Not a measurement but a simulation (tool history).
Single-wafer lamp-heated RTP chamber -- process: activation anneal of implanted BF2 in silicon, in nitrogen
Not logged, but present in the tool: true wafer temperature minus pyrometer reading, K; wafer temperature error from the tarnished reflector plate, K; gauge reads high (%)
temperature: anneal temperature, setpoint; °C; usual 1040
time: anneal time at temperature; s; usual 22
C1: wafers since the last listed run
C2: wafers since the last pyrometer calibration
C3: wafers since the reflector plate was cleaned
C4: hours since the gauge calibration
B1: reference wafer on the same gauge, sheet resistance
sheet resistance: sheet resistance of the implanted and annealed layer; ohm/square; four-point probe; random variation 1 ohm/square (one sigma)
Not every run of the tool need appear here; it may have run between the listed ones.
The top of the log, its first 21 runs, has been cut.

{"run": 22, "hour": 1245.9, "temperature": 1021, "time": 17, "C1": 436, "C2": 2420, "C3": 5152, "C4": 1858, "B1": 767.16, "sheet resistance": 678.36}
{"run": 23, "hour": 1281.8, "temperature": 1040, "time": 31, "C1": 455, "C2": 2876, "C3": 5607, "C4": 1893.9, "B1": 767.11, "sheet resistance": 668.68}
{"run": 24, "hour": 1340.8, "temperature": 1040, "time": 22, "C1": 748, "C2": 3624, "C3": 6356, "C4": 1952.9, "B1": 767.03, "sheet resistance": 673.83}
{"hour": 1345.3, "done": "gauge calibrated"}
{"run": 25, "hour": 1392.8, "temperature": 1068, "time": 35, "C1": 659, "C2": 4284, "C3": 7016, "C4": 47.5, "B1": 767.19, "sheet resistance": 660.11}
{"run": 26, "hour": 1439.9, "temperature": 1057, "time": 15, "C1": 597, "C2": 4881, "C3": 7613, "C4": 94.6, "B1": 766.99, "sheet resistance": 673.37}
{"hour": 1457.8, "done": "pyrometer window cleaned and pyrometer calibrated"}
{"run": 27, "hour": 1482.7, "temperature": 1023, "time": 19, "C1": 441, "C2": 316, "C3": 8054, "C4": 137.4, "B1": 766.96, "sheet resistance": 678.85}
{"hour": 1516.7, "done": "reflector plate cleaned"}
{"run": 28, "hour": 1534.1, "temperature": 1059, "time": 12, "C1": 550, "C2": 866, "C3": 220, "C4": 188.8, "B1": 766.93, "sheet resistance": 677.39}
{"run": 29, "hour": 1595.4, "temperature": 1069, "time": 22, "C1": 777, "C2": 1644, "C3": 998, "C4": 250.1, "B1": 767.13, "sheet resistance": 668.87}
{"run": 30, "hour": 1654.6, "temperature": 1040, "time": 22, "C1": 750, "C2": 2395, "C3": 1749, "C4": 309.3, "B1": 767.23, "sheet resistance": 674.69}
{"run": 31, "hour": 1714.7, "temperature": 1010, "time": 14, "C1": 762, "C2": 3157, "C3": 2511, "C4": 369.4, "B1": 767.05, "sheet resistance": 681.02}
{"run": 32, "hour": 1740.3, "temperature": 1025, "time": 28, "C1": 324, "C2": 3482, "C3": 2836, "C4": 395, "B1": 766.66, "sheet resistance": 673.88}
{"run": 33, "hour": 1767.7, "temperature": 1040, "time": 9, "C1": 347, "C2": 3829, "C3": 3184, "C4": 422.4, "B1": 767.34, "sheet resistance": 680.23}
{"run": 34, "hour": 1801.2, "temperature": 1011, "time": 22, "C1": 424, "C2": 4254, "C3": 3609, "C4": 455.9, "B1": 766.91, "sheet resistance": 677.36}
{"hour": 1847.2, "done": "pyrometer window cleaned and pyrometer calibrated"}
{"run": 35, "hour": 1864.2, "temperature": 1062, "time": 14, "C1": 697, "C2": 215, "C3": 4306, "C4": 518.9, "B1": 766.97, "sheet resistance": 673.01}
{"run": 36, "hour": 1921.3, "temperature": 1052, "time": 9, "C1": 724, "C2": 940, "C3": 5031, "C4": 576, "B1": 766.84, "sheet resistance": 681.41}
{"run": 37, "hour": 1987.2, "temperature": 1040, "time": 22, "C1": 835, "C2": 1776, "C3": 5867, "C4": 641.9, "B1": 767.08, "sheet resistance": 675.98}

Consider 3 possible next runs. They are alternatives, not a sequence: every one starts from the tool as it was left by run 37. What does each give?
{"run": "A", "hour": 1987.6, "temperature": 1018, "time": 22, "C1": 5, "C2": 1781, "C3": 5872, "C4": 642.3, "B1": "?", "sheet resistance": "?"}
{"run": "B", "hour": 1987.6, "temperature": 1060, "time": 16, "C1": 5, "C2": 1781, "C3": 5872, "C4": 642.3, "B1": "?", "sheet resistance": "?"}
{"run": "C", "hour": 1987.6, "temperature": 1065, "time": 22, "C1": 5, "C2": 1781, "C3": 5872, "C4": 642.3, "B1": "?", "sheet resistance": "?"}

run=A B1=767.18 sheet_resistance=676.31
run=B B1=767.18 sheet_resistance=673.32
run=C B1=767.18 sheet_resistance=668.55
The same runs, with their run-to-run variation unchanged, on a tool lacking any hidden condition would have given:
run=A sheet_resistance=676.31
run=B sheet_resistance=673.32
run=C sheet_resistance=668.55
